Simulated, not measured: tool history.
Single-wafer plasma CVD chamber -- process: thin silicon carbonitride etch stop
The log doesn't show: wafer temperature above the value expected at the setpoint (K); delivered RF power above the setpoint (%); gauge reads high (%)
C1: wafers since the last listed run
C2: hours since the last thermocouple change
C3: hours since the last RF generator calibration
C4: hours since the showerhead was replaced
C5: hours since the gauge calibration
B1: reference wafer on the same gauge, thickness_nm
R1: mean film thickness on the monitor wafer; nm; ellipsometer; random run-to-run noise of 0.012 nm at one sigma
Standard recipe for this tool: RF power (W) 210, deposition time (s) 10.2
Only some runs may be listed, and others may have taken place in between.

Run 1, day 0.000: usual settings but deposition time (s) 9.4; C1 0; C2 1837.4; C3 1997.7; C4 4632.9; C5 740.0; B1 6.306. Result: R1 5.067 nm.
Run 2, day 1.221: usual settings but deposition time (s) 9.4; C1 569; C2 1866.7; C3 2027.0; C4 4662.2; C5 769.3; B1 6.311. Result: R1 5.082 nm.
Run 3, day 2.296: usual settings but deposition time (s) 11.7; C1 501; C2 1892.5; C3 2052.8; C4 4688.0; C5 795.1; B1 6.311. Result: R1 6.306 nm.
Run 4, day 3.154: usual settings but deposition time (s) 11.7; C1 400; C2 1913.1; C3 2073.4; C4 4708.6; C5 815.7; B1 6.311. Result: R1 6.296 nm.
Run 5, day 4.562: usual settings but deposition time (s) 11.7; C1 656; C2 1946.9; C3 2107.2; C4 4742.4; C5 849.5; B1 6.309. Result: R1 6.293 nm.
Run 6, day 5.129: usual settings but deposition time (s) 9.0; C1 264; C2 1960.5; C3 2120.8; C4 4756.0; C5 863.1; B1 6.311. Result: R1 4.844 nm.
Run 7, day 5.646: usual settings; C1 240; C2 1972.9; C3 2133.2; C4 4768.4; C5 875.5; B1 6.305. Result: R1 5.503 nm.
Run 8, day 6.475: usual settings; C1 386; C2 1992.8; C3 2153.1; C4 4788.3; C5 895.4; B1 6.311. Result: R1 5.501 nm.
At day 7.500: RF generator calibrated.
At day 7.954: thermocouple changed; heater temperature recalibrated.
Run 9, day 7.975: usual settings; C1 388; C2 0.5; C3 11.4; C4 4824.3; C5 931.4; B1 6.312. Result: R1 5.609 nm.
Run 10, day 9.096: usual settings; C1 522; C2 27.4; C3 38.3; C4 4851.2; C5 958.3; B1 6.311. Result: R1 5.602 nm.
Run 11, day 13.308: usual settings; C1 1964; C2 128.5; C3 139.4; C4 4952.3; C5 1059.4; B1 6.307. Result: R1 5.631 nm.
At day 14.021: gauge calibrated.
Run 12, day 14.092: usual settings but deposition time (s) 11.5; C1 365; C2 147.3; C3 158.2; C4 4971.1; C5 1.7; B1 6.312. Result: R1 6.336 nm.
Run 13, day 15.433: usual settings but RF power (W) 230; C1 625; C2 179.5; C3 190.4; C4 5003.3; C5 33.9; B1 6.313. Result: R1 5.744 nm.
Run 14, day 16.592: usual settings but RF power (W) 230; C1 540; C2 207.3; C3 218.2; C4 5031.1; C5 61.7; B1 6.309. Result: R1 5.715 nm.
At day 17.788: showerhead replaced.
Run 15, day 17.808: usual settings; C1 411; C2 236.5; C3 247.4; C4 0.5; C5 90.9; B1 6.308. Result: R1 5.617 nm.
Run 16, day 18.962: usual settings but RF power (W) 170, deposition time (s) 11.8; C1 538; C2 264.2; C3 275.1; C4 28.2; C5 118.6; B1 6.312. Result: R1 6.181 nm.
Run 17, day 20.246: usual settings but RF power (W) 180, deposition time (s) 11.9; C1 598; C2 295.0; C3 305.9; C4 59.0; C5 149.4; B1 6.309. Result: R1 6.332 nm.
Run 18, day 21.300: usual settings but RF power (W) 185, deposition time (s) 10.9; C1 491; C2 320.3; C3 331.2; C4 84.3; C5 174.7; B1 6.305. Result: R1 5.825 nm.
Run 19, day 22.067: usual settings; C1 357; C2 338.7; C3 349.6; C4 102.7; C5 193.1; B1 6.311. Result: R1 5.605 nm.
Run 20, day 23.050: usual settings but RF power (W) 240, deposition time (s) 11.1; C1 458; C2 362.3; C3 373.2; C4 126.3; C5 216.7; B1 6.308. Result: R1 6.290 nm.
Run 21, day 23.762: usual settings but RF power (W) 170, deposition time (s) 8.5; C1 332; C2 379.4; C3 390.3; C4 143.4; C5 233.8; B1 6.310. Result: R1 4.440 nm.
Run 22, day 24.988: usual settings but RF power (W) 235, deposition time (s) 8.6; C1 571; C2 408.8; C3 419.7; C4 172.8; C5 263.2; B1 6.308. Result: R1 4.849 nm.
Run 23, day 25.758: usual settings but deposition time (s) 9.6; C1 359; C2 427.3; C3 438.2; C4 191.3; C5 281.7; B1 6.308. Result: R1 5.273 nm.
Run 24, day 26.304: usual settings but RF power (W) 185, deposition time (s) 12.0; C1 254; C2 440.4; C3 451.3; C4 204.4; C5 294.8; B1 6.308. Result: R1 6.418 nm.
Run 25, day 27.312: usual settings but deposition time (s) 11.7; C1 470; C2 464.6; C3 475.5; C4 228.6; C5 319.0; B1 6.312. Result: R1 6.435 nm.
Run 26, day 27.933: usual settings but RF power (W) 245, deposition time (s) 8.6; C1 289; C2 479.5; C3 490.4; C4 243.5; C5 333.9; B1 6.308. Result: R1 4.899 nm.
Run 27, day 32.138: usual settings but RF power (W) 190; C1 1960; C2 580.4; C3 591.3; C4 344.4; C5 434.8; B1 6.308. Result: R1 5.486 nm.
Run 28, day 32.988: usual settings but deposition time (s) 9.0; C1 396; C2 600.8; C3 611.7; C4 364.8; C5 455.2; B1 6.311. Result: R1 4.927 nm.
Run 29, day 33.492: usual settings; C1 235; C2 612.9; C3 623.8; C4 376.9; C5 467.3; B1 6.306. Result: R1 5.596 nm.
Run 30, day 34.504: usual settings but deposition time (s) 8.4; C1 472; C2 637.2; C3 648.1; C4 401.2; C5 491.6; B1 6.311. Result: R1 4.605 nm.
Run 31, day 35.883: usual settings but RF power (W) 185, deposition time (s) 9.4; C1 643; C2 670.3; C3 681.2; C4 434.3; C5 524.7; B1 6.312. Result: R1 5.017 nm.
Run 32, day 36.842: usual settings; C1 446; C2 693.3; C3 704.2; C4 457.3; C5 547.7; B1 6.312. Result: R1 5.580 nm.
Run 33, day 37.383: usual settings but RF power (W) 225, deposition time (s) 10.8; C1 252; C2 706.3; C3 717.2; C4 470.3; C5 560.7; B1 6.313. Result: R1 6.013 nm.
Run 34, day 37.946: usual settings but deposition time (s) 8.6; C1 262; C2 719.8; C3 730.7; C4 483.8; C5 574.2; B1 6.309. Result: R1 4.734 nm.
Run 35, day 39.129: usual settings but RF power (W) 170, deposition time (s) 9.0; C1 551; C2 748.2; C3 759.1; C4 512.2; C5 602.6; B1 6.306. Result: R1 4.691 nm.
Run 36, day 39.733: usual settings but RF power (W) 185, deposition time (s) 9.1; C1 281; C2 762.7; C3 773.6; C4 526.7; C5 617.1; B1 6.309. Result: R1 4.848 nm.
Run 37, day 40.850: usual settings; C1 520; C2 789.5; C3 800.4; C4 553.5; C5 643.9; B1 6.311. Result: R1 5.602 nm.

How would selected steps in R1 from run to run divide? Give the signed amount a tool lacking its hidden state would still show from settings, what came in and random variation, and the signed amount left for the hidden state, including any gauge scatter that is not in both of the compared results.
Run 2 -> 3: deposition time (s) 9.4 -> 11.7. R1 +1.224 nm: hidden state -0.028, all else +1.252.
Run 5 -> 6: deposition time (s) 11.7 -> 9.0. R1 -1.449 nm: hidden state +0.031, all else -1.480.
Run 8 -> 9: RF generator calibrated, thermocouple changed; heater temperature recalibrated. R1 +0.108 nm: hidden state +0.124, all else -0.016.
Run 20 -> 21: RF power (W) 240 -> 170, deposition time (s) 11.1 -> 8.5. R1 -1.850 nm: hidden state +0.001, all else -1.851.
Run 25 -> 26: RF power (W) 210 -> 245, deposition time (s) 11.7 -> 8.6. R1 -1.536 nm: hidden state +0.002, all else -1.538.

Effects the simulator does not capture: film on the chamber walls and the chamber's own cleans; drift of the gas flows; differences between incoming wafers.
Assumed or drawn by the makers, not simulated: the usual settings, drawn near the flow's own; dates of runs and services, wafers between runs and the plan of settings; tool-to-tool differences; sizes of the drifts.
